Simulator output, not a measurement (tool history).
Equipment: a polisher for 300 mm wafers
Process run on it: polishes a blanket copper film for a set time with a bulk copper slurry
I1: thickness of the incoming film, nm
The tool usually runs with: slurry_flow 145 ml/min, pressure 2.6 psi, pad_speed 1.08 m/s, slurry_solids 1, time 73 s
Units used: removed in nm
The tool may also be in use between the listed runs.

run 1 day=0 | slurry_flow=170 pressure=2.6 pad_speed=1.08 slurry_solids=1 time=73 | I1=2750 | removed=724.4
-- day=0.738 worn pad replaced by a new one
run 2 day=1.633 | slurry_flow=145 pressure=2.6 pad_speed=1.08 slurry_solids=1 time=73 | I1=2727.8 | removed=696.1
-- day=3.238 slurry nozzle cleaned
run 3 day=4.167 | slurry_flow=145 pressure=2.6 pad_speed=1.08 slurry_solids=1 time=73 | I1=2651.1 | removed=696
-- day=5.642 head pressure recalibrated
run 4 day=5.804 | slurry_flow=145 pressure=2.6 pad_speed=1.08 slurry_solids=1 time=73 | I1=2705.6 | removed=742.2
run 5 day=7.075 | slurry_flow=180 pressure=2.6 pad_speed=1.08 slurry_solids=1.15 time=73 | I1=2738.1 | removed=800.9
run 6 day=8.362 | slurry_flow=145 pressure=2.6 pad_speed=1.08 slurry_solids=0.85 time=73 | I1=2688 | removed=726.6
-- day=14.112 slurry blender recalibrated
-- day=17.075 worn pad replaced by a new one
run 7 day=17.317 | slurry_flow=145 pressure=2.6 pad_speed=1.08 slurry_solids=0.85 time=73 | I1=2709.3 | removed=715.5
run 8 day=18.871 | slurry_flow=125 pressure=2.6 pad_speed=1.08 slurry_solids=1 time=73 | I1=2675.5 | removed=727
run 9 day=19.921 | slurry_flow=180 pressure=2.6 pad_speed=0.8 slurry_solids=0.8 time=61 | I1=2684 | removed=448.1
run 10 day=22.608 | slurry_flow=100 pressure=2.6 pad_speed=1.08 slurry_solids=1 time=73 | I1=2689.8 | removed=697.4
run 11 day=24.921 | slurry_flow=145 pressure=2.6 pad_speed=1.08 slurry_solids=1 time=73 | I1=2710.9 | removed=722.9
run 12 day=27.533 | slurry_flow=145 pressure=2.6 pad_speed=0.94 slurry_solids=1 time=73 | I1=2701.6 | removed=626.6
run 13 day=29.483 | slurry_flow=195 pressure=2.2 pad_speed=1.08 slurry_solids=1 time=73 | I1=2716.7 | removed=640.5
run 14 day=30.854 | slurry_flow=145 pressure=2.6 pad_speed=1.08 slurry_solids=1 time=73 | I1=2664.7 | removed=712.6
run 15 day=32.358 | slurry_flow=160 pressure=3.2 pad_speed=0.8 slurry_solids=1.2 time=73 | I1=2741.3 | removed=665.5
run 16 day=34.629 | slurry_flow=145 pressure=2.2 pad_speed=1.3 slurry_solids=1 time=85 | I1=2712 | removed=859.2
-- day=35.15 slurry blender recalibrated
-- day=36.262 worn pad replaced by a new one
run 17 day=36.733 | slurry_flow=105 pressure=2.6 pad_speed=1.08 slurry_solids=1.3 time=73 | I1=2693.9 | removed=702.2
run 18 day=39.046 | slurry_flow=125 pressure=2.6 pad_speed=1.24 slurry_solids=0.85 time=84 | I1=2731.1 | removed=861.3
-- day=39.588 head pressure recalibrated
run 19 day=40.912 | slurry_flow=105 pressure=2.6 pad_speed=1.08 slurry_solids=1 time=73 | I1=2714.7 | removed=712.2
run 20 day=41.975 | slurry_flow=105 pressure=2.6 pad_speed=1.24 slurry_solids=0.8 time=73 | I1=2728.4 | removed=764.3
-- day=42.946 slurry nozzle cleaned
run 21 day=44.058 | slurry_flow=145 pressure=2.6 pad_speed=1.08 slurry_solids=1.1 time=73 | I1=2688 | removed=752.2
run 22 day=46.833 | slurry_flow=180 pressure=2.9 pad_speed=1.08 slurry_solids=1 time=81 | I1=2744.5 | removed=936.3
run 23 day=49.246 | slurry_flow=145 pressure=2.6 pad_speed=1.08 slurry_solids=1 time=73 | I1=2713.7 | removed=738.9
run 24 day=51.071 | slurry_flow=145 pressure=3 pad_speed=1.28 slurry_solids=1 time=73 | I1=2717.4 | removed=993.7
-- day=51.983 worn pad replaced by a new one
-- day=52.633 slurry blender recalibrated
run 25 day=53.571 | slurry_flow=190 pressure=2.6 pad_speed=1.08 slurry_solids=0.8 time=97 | I1=2755 | removed=970.5
run 26 day=55.417 | slurry_flow=145 pressure=1.9 pad_speed=1.08 slurry_solids=1 time=73 | I1=2702.8 | removed=558.5
run 27 day=57.675 | slurry_flow=105 pressure=3 pad_speed=1.08 slurry_solids=0.75 time=73 | I1=2716.1 | removed=741.2
run 28 day=60.129 | slurry_flow=145 pressure=2.6 pad_speed=1.08 slurry_solids=1 time=73 | I1=2701.4 | removed=725.6
run 29 day=62.717 | slurry_flow=175 pressure=2.6 pad_speed=1.08 slurry_solids=1 time=73 | I1=2652.8 | removed=733.1
run 30 day=65.1 | slurry_flow=145 pressure=2.3 pad_speed=1.08 slurry_solids=0.7 time=73 | I1=2744.9 | removed=584.1

Exercise: give the hidden state of the tool at every run:
removal rate lost through wear of the pad, %: 0 across all the runs
slurry flow missing at the pad, %: 0 across all the runs
abrasive missing from the slurry, %: 0 across all the runs
H1: deviation of the head's pressure from its setpoint, %
run=1 H1=-5.8
run=2 H1=-6.46
run=3 H1=-7.56
run=4 H1=0.209
run=5 H1=0.193
run=6 H1=0.15
run=7 H1=-0.878
run=8 H1=-1.19
run=9 H1=-1.42
run=10 H1=-2.09
run=11 H1=-2.75
run=12 H1=-3.61
run=13 H1=-4.32
run=14 H1=-4.86
run=15 H1=-5.48
run=16 H1=-6.49
run=17 H1=-7.5
run=18 H1=-8.69
run=19 H1=0.0756
run=20 H1=0.0442
run=21 H1=-0.0697
run=22 H1=-0.329
run=23 H1=-0.654
run=24 H1=-0.962
run=25 H1=-1.47
run=26 H1=-1.91
run=27 H1=-2.52
run=28 H1=-3.28
run=29 H1=-4.18
run=30 H1=-5.1
